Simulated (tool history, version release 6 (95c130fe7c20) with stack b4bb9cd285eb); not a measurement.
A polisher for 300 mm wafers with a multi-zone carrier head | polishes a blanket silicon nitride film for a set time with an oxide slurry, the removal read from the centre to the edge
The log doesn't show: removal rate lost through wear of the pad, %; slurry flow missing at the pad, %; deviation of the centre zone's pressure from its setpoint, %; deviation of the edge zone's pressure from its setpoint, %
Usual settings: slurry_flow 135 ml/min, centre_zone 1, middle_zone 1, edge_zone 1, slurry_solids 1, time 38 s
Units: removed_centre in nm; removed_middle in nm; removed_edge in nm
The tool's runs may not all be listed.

| run | day | slurry_flow | centre_zone | middle_zone | edge_zone | slurry_solids | time | wafers since the last listed run | wafers polished on this pad | hours since the slurry nozzle was cleaned | hours since the centre zone pressure was calibrated | hours since the edge zone pressure was calibrated | hours since the carrier head's membrane was replaced | incoming thickness of the incoming film, nm | removed_centre | removed_middle | removed_edge |
|---|---|---|---|---|---|---|---|---|---|---|---|---|---|---|---|---|---|
| 1 | 0 | 135 | 0.93 | 1 | 1 | 0.85 | 38 | 0 | 683 | 755.3 | 777.7 | 915.6 | 1612.9 | 339.6 | 12.2 | 15.7 | 16.8 |
|  | 0.204 | worn pad replaced by a new one |
|  | 0.867 | carrier head's membrane replaced by a new one |
| 2 | 0.888 | 135 | 1 | 1 | 1 | 1 | 38 | 126 | 117 | 776.6 | 799 | 936.9 | 0.5 | 338.5 | 13.6 | 16.7 | 17.9 |
| 3 | 1.058 | 135 | 1 | 1 | 1 | 1 | 38 | 42 | 159 | 780.7 | 803.1 | 941 | 4.6 | 338.3 | 13.4 | 16.7 | 17.9 |
| 4 | 1.625 | 135 | 1 | 1 | 1 | 1 | 38 | 139 | 298 | 794.3 | 816.7 | 954.6 | 18.2 | 336.7 | 13.6 | 16.5 | 18 |
| 5 | 1.908 | 135 | 1 | 1 | 1 | 1 | 38 | 69 | 368 | 801.1 | 823.5 | 961.4 | 25 | 338.6 | 13.8 | 16.5 | 17.8 |
| 6 | 2.329 | 135 | 1 | 1 | 1 | 1 | 44 | 103 | 472 | 811.2 | 833.6 | 971.5 | 35.1 | 335.1 | 16.1 | 19.1 | 20.1 |
| 7 | 2.658 | 135 | 1 | 1 | 1 | 1 | 44 | 81 | 553 | 819.1 | 841.5 | 979.4 | 43 | 344 | 15.5 | 19.2 | 20.3 |
| 8 | 2.942 | 135 | 1 | 1 | 1 | 1.2 | 38 | 69 | 623 | 825.9 | 848.3 | 986.2 | 49.8 | 337.9 | 14.3 | 18 | 19 |
|  | 3.267 | worn pad replaced by a new one |
| 9 | 3.425 | 105 | 1.04 | 1.04 | 1 | 1 | 38 | 77 | 39 | 837.5 | 859.9 | 997.8 | 61.4 | 335.5 | 12.3 | 15.3 | 16.3 |
| 10 | 4.142 | 100 | 1 | 0.96 | 1 | 0.8 | 38 | 176 | 215 | 854.7 | 877.1 | 1015 | 78.6 | 338.8 | 10.1 | 12.5 | 14.5 |
| 11 | 4.825 | 135 | 1 | 1 | 1.11 | 1 | 38 | 168 | 384 | 871.1 | 893.5 | 1031.4 | 95 | 335.6 | 13.4 | 16.4 | 18.8 |
|  | 5.258 | slurry nozzle cleaned |
| 12 | 5.538 | 135 | 0.93 | 1 | 1 | 0.85 | 38 | 165 | 549 | 6.7 | 910.6 | 1048.5 | 112.1 | 335.3 | 14.1 | 18.1 | 18.9 |
| 13 | 5.842 | 135 | 1 | 1 | 1 | 1 | 38 | 74 | 624 | 14 | 917.9 | 1055.8 | 119.4 | 338 | 16 | 19.4 | 19.6 |
|  | 6.338 | worn pad replaced by a new one |
| 14 | 6.358 | 155 | 1 | 0.88 | 0.96 | 1.15 | 38 | 86 | 5 | 26.4 | 930.3 | 1068.2 | 131.8 | 341.7 | 17.6 | 19 | 21.2 |
| 15 | 6.662 | 135 | 1 | 1 | 1 | 1 | 38 | 74 | 80 | 33.7 | 937.6 | 1075.5 | 139.1 | 340.3 | 15.8 | 19.4 | 19.4 |
|  | 6.883 | edge zone pressure recalibrated |
|  | 7.083 | centre zone pressure recalibrated |
| 16 | 7.096 | 135 | 0.88 | 0.96 | 1.07 | 1 | 38 | 65 | 145 | 44.1 | 0.3 | 5.1 | 149.5 | 339.9 | 15.8 | 18.9 | 20.2 |
| 17 | 7.558 | 135 | 1.07 | 1 | 1 | 1 | 34 | 113 | 259 | 55.2 | 11.4 | 16.2 | 160.6 | 335.3 | 17.4 | 17.2 | 17.3 |
| 18 | 7.842 | 135 | 1 | 1 | 1 | 1 | 48 | 69 | 329 | 62 | 18.2 | 23 | 167.4 | 343.8 | 22.1 | 24.3 | 24.5 |
| 19 | 8.375 | 155 | 1.11 | 1.04 | 1 | 1 | 25 | 131 | 460 | 74.8 | 31 | 35.8 | 180.2 | 337.6 | 13.4 | 13.3 | 13.1 |
| 20 | 8.758 | 135 | 1 | 1.1 | 0.88 | 1 | 28 | 94 | 555 | 84 | 40.2 | 45 | 189.4 | 341.4 | 13 | 15.1 | 13.5 |
|  | 9.296 | worn pad replaced by a new one |
| 21 | 9.379 | 135 | 1.07 | 1 | 1 | 1 | 34 | 111 | 20 | 98.9 | 55.1 | 59.9 | 204.3 | 345.4 | 16.7 | 16.8 | 16.9 |
| 22 | 9.917 | 135 | 1 | 1 | 1.04 | 1 | 38 | 132 | 153 | 111.8 | 68 | 72.8 | 217.2 | 338.9 | 17.7 | 19 | 19.5 |
| 23 | 10.458 | 90 | 1 | 1 | 1 | 1.2 | 45 | 133 | 286 | 124.8 | 81 | 85.8 | 230.2 | 342.7 | 18.7 | 20.7 | 22.4 |

Forecast each of these 3 alternatives for the next run:
| A | 10.475 | 135 | 1 | 1 | 1 | 1 | 38 | 4 | 290 | 125.2 | 81.4 | 86.2 | 230.6 | 335.4 | ? | ? | ? |
| B | 10.475 | 135 | 1 | 1.1 | 1 | 1.15 | 38 | 4 | 290 | 125.2 | 81.4 | 86.2 | 230.6 | 335.4 | ? | ? | ? |
| C | 10.475 | 135 | 0.95 | 1 | 1 | 1 | 45 | 4 | 290 | 125.2 | 81.4 | 86.2 | 230.6 | 335.4 | ? | ? | ? |

| run | removed_centre | removed_middle | removed_edge |
|---|---|---|---|
| A | 17.3 | 18.9 | 19.8 |
| B | 18.3 | 21.7 | 20.9 |
| C | 19.4 | 22.4 | 23.5 |
Without the tool's hidden state the same runs would have given:
| run | removed_centre | removed_middle | removed_edge |
|---|---|---|---|
| A | 18.2 | 19.7 | 20.4 |
| B | 19.3 | 22.6 | 21.5 |
| C | 20.5 | 23.3 | 24.1 |
